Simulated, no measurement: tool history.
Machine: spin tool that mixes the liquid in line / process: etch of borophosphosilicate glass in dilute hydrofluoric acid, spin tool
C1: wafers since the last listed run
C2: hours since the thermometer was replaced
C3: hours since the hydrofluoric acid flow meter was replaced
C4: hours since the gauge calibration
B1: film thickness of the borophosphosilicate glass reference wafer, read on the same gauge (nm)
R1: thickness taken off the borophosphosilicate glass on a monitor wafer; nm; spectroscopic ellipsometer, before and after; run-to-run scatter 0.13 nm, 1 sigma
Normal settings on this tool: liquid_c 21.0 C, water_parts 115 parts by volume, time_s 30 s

Run 1, day 0.000: usual settings; C1 0; C2 614.4; C3 751.3; C4 1051.0; B1 89.98. Result: R1 15.20 nm.
Run 2, day 1.638: usual settings but liquid_c 24.5 C, time_s 15 s; C1 464; C2 653.7; C3 790.6; C4 1090.3; B1 90.00. Result: R1 8.89 nm.
Run 3, day 5.738: usual settings but water_parts 70 parts by volume; C1 1162; C2 752.1; C3 889.0; C4 1188.7; B1 89.99. Result: R1 26.55 nm.
Run 4, day 9.388: usual settings but water_parts 70 parts by volume; C1 1035; C2 839.7; C3 976.6; C4 1276.3; B1 89.97. Result: R1 26.75 nm.
Run 5, day 12.329: usual settings; C1 834; C2 910.3; C3 1047.2; C4 1346.9; B1 89.99. Result: R1 15.46 nm.
Run 6, day 14.654: usual settings; C1 659; C2 966.1; C3 1103.0; C4 1402.7; B1 90.01. Result: R1 15.71 nm.
Run 7, day 20.892: usual settings; C1 1769; C2 1115.8; C3 1252.7; C4 1552.4; B1 89.99. Result: R1 15.50 nm.
Run 8, day 23.358: usual settings; C1 699; C2 1175.0; C3 1311.9; C4 1611.6; B1 89.99. Result: R1 15.61 nm.
Run 9, day 26.375: usual settings; C1 855; C2 1247.4; C3 1384.3; C4 1684.0; B1 90.00. Result: R1 15.72 nm.
Run 10, day 29.588: usual settings; C1 911; C2 1324.5; C3 1461.4; C4 1761.1; B1 89.99. Result: R1 15.61 nm.
At day 29.954: gauge calibrated.
Run 11, day 33.417: usual settings but time_s 35 s; C1 1086; C2 1416.4; C3 1553.3; C4 83.1; B1 90.00. Result: R1 18.52 nm.
Run 12, day 35.579: usual settings but time_s 15 s; C1 613; C2 1468.3; C3 1605.2; C4 135.0; B1 90.02. Result: R1 7.79 nm.
Run 13, day 38.525: usual settings but time_s 25 s; C1 835; C2 1539.0; C3 1675.9; C4 205.7; B1 89.99. Result: R1 13.02 nm.
Run 14, day 42.250: usual settings; C1 1056; C2 1628.4; C3 1765.3; C4 295.1; B1 89.98. Result: R1 16.18 nm.
Run 15, day 46.067: usual settings but liquid_c 22.5 C, time_s 45 s; C1 1082; C2 1720.0; C3 1856.9; C4 386.7; B1 90.00. Result: R1 25.41 nm.
At day 47.125: thermometer replaced.
Run 16, day 49.362: usual settings but liquid_c 18.0 C, time_s 35 s; C1 922; C2 53.7; C3 1936.0; C4 465.8; B1 90.01. Result: R1 15.74 nm.

Run 17 has not been measured yet. What should we expect?
Run 17, day 51.608: usual settings; C1 636; C2 107.6; C3 1989.9; C4 519.7; B1 ?. Result: R1 ?.

B1: 89.98
R1: 15.21 nm
Were there no unlogged condition in the tool, this run, its random variation unchanged, would have produced R1 14.72 nm.
